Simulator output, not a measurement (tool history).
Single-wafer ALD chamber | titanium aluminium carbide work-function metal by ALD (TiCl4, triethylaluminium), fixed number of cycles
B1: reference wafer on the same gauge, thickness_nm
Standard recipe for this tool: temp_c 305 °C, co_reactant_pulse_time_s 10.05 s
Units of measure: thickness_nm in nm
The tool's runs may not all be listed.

run 1 day=0.000 | temp_c=305 co_reactant_pulse_time_s=10.05 | B1=2.035 | thickness_nm=1.844
run 2 day=0.792 | temp_c=305 co_reactant_pulse_time_s=10.05 | B1=2.043 | thickness_nm=1.845
run 3 day=1.417 | temp_c=305 co_reactant_pulse_time_s=10.05 | B1=2.043 | thickness_nm=1.846
run 4 day=2.808 | temp_c=305 co_reactant_pulse_time_s=10.05 | B1=2.042 | thickness_nm=1.834
run 5 day=4.138 | temp_c=305 co_reactant_pulse_time_s=10.05 | B1=2.043 | thickness_nm=1.830
run 6 day=7.221 | temp_c=295 co_reactant_pulse_time_s=10.05 | B1=2.044 | thickness_nm=1.737
run 7 day=8.275 | temp_c=295 co_reactant_pulse_time_s=10.05 | B1=2.044 | thickness_nm=1.732
run 8 day=9.125 | temp_c=313 co_reactant_pulse_time_s=8.24 | B1=2.039 | thickness_nm=1.655
-- day=9.700 triethylaluminium bottle replaced
-- day=10.125 thermocouple changed; heater temperature recalibrated
run 9 day=10.592 | temp_c=305 co_reactant_pulse_time_s=10.05 | B1=2.039 | thickness_nm=2.037
run 10 day=11.229 | temp_c=305 co_reactant_pulse_time_s=10.05 | B1=2.040 | thickness_nm=2.011
-- day=12.033 gauge calibrated
run 11 day=12.312 | temp_c=300 co_reactant_pulse_time_s=6.67 | B1=2.042 | thickness_nm=1.709
run 12 day=13.358 | temp_c=305 co_reactant_pulse_time_s=10.05 | B1=2.042 | thickness_nm=2.027
run 13 day=14.438 | temp_c=292 co_reactant_pulse_time_s=7.93 | B1=2.038 | thickness_nm=1.784
run 14 day=15.633 | temp_c=305 co_reactant_pulse_time_s=10.05 | B1=2.046 | thickness_nm=2.017
run 15 day=16.467 | temp_c=301 co_reactant_pulse_time_s=11.39 | B1=2.039 | thickness_nm=2.031
-- day=17.462 showerhead replaced
run 16 day=17.829 | temp_c=315 co_reactant_pulse_time_s=13.33 | B1=2.042 | thickness_nm=2.145
run 17 day=19.296 | temp_c=316 co_reactant_pulse_time_s=6.69 | B1=2.039 | thickness_nm=1.764
run 18 day=20.292 | temp_c=305 co_reactant_pulse_time_s=13.62 | B1=2.040 | thickness_nm=2.089
run 19 day=21.179 | temp_c=305 co_reactant_pulse_time_s=8.97 | B1=2.042 | thickness_nm=1.957
run 20 day=22.579 | temp_c=305 co_reactant_pulse_time_s=6.81 | B1=2.036 | thickness_nm=1.703

4 ways to go on from here, each from the tool as it stands after run 20. What would each give?
run A day=22.596 | temp_c=305 co_reactant_pulse_time_s=10.05 | B1=? | thickness_nm=?
run B day=22.596 | temp_c=318 co_reactant_pulse_time_s=7.41 | B1=? | thickness_nm=?
run C day=22.596 | temp_c=312 co_reactant_pulse_time_s=7.86 | B1=? | thickness_nm=?
run D day=22.596 | temp_c=305 co_reactant_pulse_time_s=11.78 | B1=? | thickness_nm=?

run=A B1=2.041 thickness_nm=2.004
run=B B1=2.041 thickness_nm=1.883
run=C B1=2.041 thickness_nm=1.897
run=D B1=2.041 thickness_nm=2.057
Without the tool's hidden state the same runs would have given:
run=A thickness_nm=2.039
run=B thickness_nm=1.959
run=C thickness_nm=1.965
run=D thickness_nm=2.077

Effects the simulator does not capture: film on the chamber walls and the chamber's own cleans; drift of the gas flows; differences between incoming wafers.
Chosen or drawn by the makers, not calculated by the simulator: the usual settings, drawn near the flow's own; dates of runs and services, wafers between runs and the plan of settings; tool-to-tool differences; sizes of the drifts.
